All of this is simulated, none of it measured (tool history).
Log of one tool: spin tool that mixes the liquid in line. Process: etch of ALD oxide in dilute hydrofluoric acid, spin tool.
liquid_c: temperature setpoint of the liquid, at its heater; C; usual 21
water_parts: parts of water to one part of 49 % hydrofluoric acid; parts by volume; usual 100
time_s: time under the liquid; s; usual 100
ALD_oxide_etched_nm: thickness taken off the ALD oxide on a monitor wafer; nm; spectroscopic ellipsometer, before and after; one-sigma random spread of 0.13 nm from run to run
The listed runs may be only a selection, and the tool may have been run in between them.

run	hour	liquid_c	water_parts	time_s	read-back film thickness of the ALD oxide reference wafer, read on the same gauge (nm)	ALD_oxide_etched_nm
1	0	22.5	100	100	40.01	29.86
2	84.7	22.5	100	100	40	29.72
3	182.6	21	100	100	40.04	28.11
4	259.6	21	100	100	40.01	28.18
5	316.3	21	100	100	39.95	27.84
6	400.9	21	100	100	40	28.21
7	462.7	21	100	100	40.05	27.95
8	556.8	19.5	130	100	40	19.61
# hour 604.4: thermometer replaced
9	650.8	19.5	130	100	39.98	19.54
# hour 702.9: gauge calibrated
10	743.5	19.5	130	100	39.97	19.67
# hour 791.2: hydrofluoric acid flow meter replaced
11	821	21	70	100	40	41.43
12	867.1	19.5	130	100	39.95	19.68
13	1072.2	17.5	135	70	40	12.14
14	1165.8	23	100	70	39.97	21.29
15	1221.7	21	100	100	39.95	27.74
16	1265.2	17.5	70	100	40	35.71
17	1319.8	21	100	130	40.03	36.43
18	1362.4	21	55	100	40.02	53.82

Forecast run 19:
19	1428.6	23	50	100	?	?

read-back film thickness of the ALD oxide reference wafer, read on the same gauge (nm): 40.02
ALD_oxide_etched_nm: 64.44 nm
Take away the tool's hidden state, keep the run-to-run variation as it was, and the same run would have given ALD_oxide_etched_nm 64.44 nm.

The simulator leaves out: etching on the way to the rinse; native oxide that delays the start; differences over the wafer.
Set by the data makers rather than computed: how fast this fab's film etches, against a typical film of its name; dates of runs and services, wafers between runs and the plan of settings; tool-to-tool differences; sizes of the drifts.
